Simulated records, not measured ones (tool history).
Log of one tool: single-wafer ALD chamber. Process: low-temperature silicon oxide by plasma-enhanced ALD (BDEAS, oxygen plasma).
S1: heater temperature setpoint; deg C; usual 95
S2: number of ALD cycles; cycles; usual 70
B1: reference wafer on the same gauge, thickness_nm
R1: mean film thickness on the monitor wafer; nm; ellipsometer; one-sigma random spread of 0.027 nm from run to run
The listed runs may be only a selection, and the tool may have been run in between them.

{"run": 1, "hour": 0.0, "S1": 95, "S2": 70, "B1": 12.281, "R1": 10.716}
{"run": 2, "hour": 34.9, "S1": 95, "S2": 70, "B1": 12.295, "R1": 10.724}
{"run": 3, "hour": 80.4, "S1": 95, "S2": 70, "B1": 12.294, "R1": 10.777}
{"run": 4, "hour": 109.9, "S1": 95, "S2": 70, "B1": 12.306, "R1": 10.734}
{"run": 5, "hour": 135.3, "S1": 85, "S2": 70, "B1": 12.318, "R1": 11.058}
{"run": 6, "hour": 168.0, "S1": 85, "S2": 70, "B1": 12.315, "R1": 11.105}
{"run": 7, "hour": 245.6, "S1": 85, "S2": 70, "B1": 12.304, "R1": 11.115}
{"hour": 390.4, "done": "gauge calibrated"}
{"run": 8, "hour": 448.7, "S1": 95, "S2": 70, "B1": 12.303, "R1": 10.752}
{"run": 9, "hour": 482.4, "S1": 95, "S2": 70, "B1": 12.306, "R1": 10.748}
{"run": 10, "hour": 519.5, "S1": 95, "S2": 70, "B1": 12.299, "R1": 10.726}
{"hour": 539.8, "done": "thermocouple changed; heater temperature recalibrated"}
{"run": 11, "hour": 560.7, "S1": 95, "S2": 63, "B1": 12.284, "R1": 9.657}
{"run": 12, "hour": 584.9, "S1": 95, "S2": 70, "B1": 12.3, "R1": 10.737}
{"run": 13, "hour": 633.7, "S1": 106, "S2": 83, "B1": 12.303, "R1": 12.406}
{"run": 14, "hour": 680.0, "S1": 81, "S2": 77, "B1": 12.287, "R1": 12.359}
{"run": 15, "hour": 748.3, "S1": 95, "S2": 70, "B1": 12.304, "R1": 10.749}
{"run": 16, "hour": 785.1, "S1": 95, "S2": 65, "B1": 12.309, "R1": 9.993}
{"run": 17, "hour": 817.1, "S1": 89, "S2": 75, "B1": 12.309, "R1": 11.714}
{"run": 18, "hour": 841.1, "S1": 82, "S2": 79, "B1": 12.291, "R1": 12.659}
{"run": 19, "hour": 876.0, "S1": 95, "S2": 84, "B1": 12.29, "R1": 12.92}
{"run": 20, "hour": 934.9, "S1": 95, "S2": 70, "B1": 12.301, "R1": 10.783}

Here are 3 independent what-if runs from the current tool condition. What would each one return?
{"run": "A", "hour": 935.4, "S1": 105, "S2": 70, "B1": "?", "R1": "?"}
{"run": "B", "hour": 935.4, "S1": 101, "S2": 70, "B1": "?", "R1": "?"}
{"run": "C", "hour": 935.4, "S1": 108, "S2": 70, "B1": "?", "R1": "?"}

run=A B1=12.294 R1=10.479
run=B B1=12.294 R1=10.553
run=C B1=12.294 R1=10.424
Take away the tool's hidden state, keep each run's random variation, and the runs would have read:
run=A R1=10.479
run=B R1=10.553
run=C R1=10.424

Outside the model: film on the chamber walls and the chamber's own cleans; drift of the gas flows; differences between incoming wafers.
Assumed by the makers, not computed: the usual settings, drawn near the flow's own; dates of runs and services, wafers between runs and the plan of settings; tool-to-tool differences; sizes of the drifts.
